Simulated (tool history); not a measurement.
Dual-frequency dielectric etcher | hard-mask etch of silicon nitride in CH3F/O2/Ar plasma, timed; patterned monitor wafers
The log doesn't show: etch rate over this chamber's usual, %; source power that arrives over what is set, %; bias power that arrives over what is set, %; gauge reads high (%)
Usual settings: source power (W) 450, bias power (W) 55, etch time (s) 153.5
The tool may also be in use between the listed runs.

run,hour,source power (W),bias power (W),etch time (s),wafers since the last listed run,hours since the last wet clean,hours since the last source power generator calibration,hours since the last bias power generator calibration,hours since the last upper electrode change,hours since the gauge calibration,"read-back reference wafer on the same gauge, depth_nm",mean etch depth across the wafer (nm)
1,0,450,55,153.5,0,155.8,2692.1,1117.1,5550.1,346.9,117,104.3
2,100,450,55,153.5,715,255.8,2792.1,1217.1,5650.1,446.9,117,105.5
3,157.3,450,55,153.5,410,313.1,2849.4,1274.4,5707.4,504.2,117,105.5
4,218.5,450,60,153.5,438,374.3,2910.6,1335.6,5768.6,565.4,117,108.7
5,254.7,450,55,153.5,259,410.5,2946.8,1371.8,5804.8,601.6,117,105.3
6,317.7,450,55,153.5,450,473.5,3009.8,1434.8,5867.8,664.6,116.9,105.4
# hour 356.6: source power generator calibrated
7,409.6,450,55,153.5,629,565.4,53,1526.7,5959.7,756.5,117,106.4
8,497.1,540,55,166.5,626,652.9,140.5,1614.2,6047.2,844,116.9,125.7
# hour 505: bias power generator calibrated
# hour 546.4: gauge calibrated
# hour 573.8: wet clean of the chamber
9,576.4,450,48,153.5,367,2.6,219.8,71.4,6126.5,30,117.1,98.7
10,657.7,560,44,153.5,581,83.9,301.1,152.7,6207.8,111.3,117,104.5
# hour 709.7: upper electrode replaced
11,710.2,370,51,171,203,136.4,353.6,205.2,0.5,163.8,117,103.6
12,785.9,480,63,141,541,212.1,429.3,280.9,76.2,239.5,117.1,105.4
13,851.7,450,55,153.5,470,277.9,495.1,346.7,142,305.3,117,105
14,923.9,450,55,153.5,516,350.1,567.3,418.9,214.2,377.5,116.9,105.6
15,986.8,390,55,153.5,450,413,630.2,481.8,277.1,440.4,116.9,99.5

Forecast each of these 3 alternatives for the next run:
A,987.3,450,55,177,3,413.5,630.7,482.3,277.6,440.9,?,?
B,987.3,450,67,153.5,3,413.5,630.7,482.3,277.6,440.9,?,?
C,987.3,450,55,178.5,3,413.5,630.7,482.3,277.6,440.9,?,?

run,"read-back reference wafer on the same gauge, depth_nm",mean etch depth across the wafer (nm)
A,116.9,122.3
B,116.9,115
C,116.9,123.4
Without the tool's hidden state the same runs would have given:
run,mean etch depth across the wafer (nm)
A,120.1
B,113
C,121.2

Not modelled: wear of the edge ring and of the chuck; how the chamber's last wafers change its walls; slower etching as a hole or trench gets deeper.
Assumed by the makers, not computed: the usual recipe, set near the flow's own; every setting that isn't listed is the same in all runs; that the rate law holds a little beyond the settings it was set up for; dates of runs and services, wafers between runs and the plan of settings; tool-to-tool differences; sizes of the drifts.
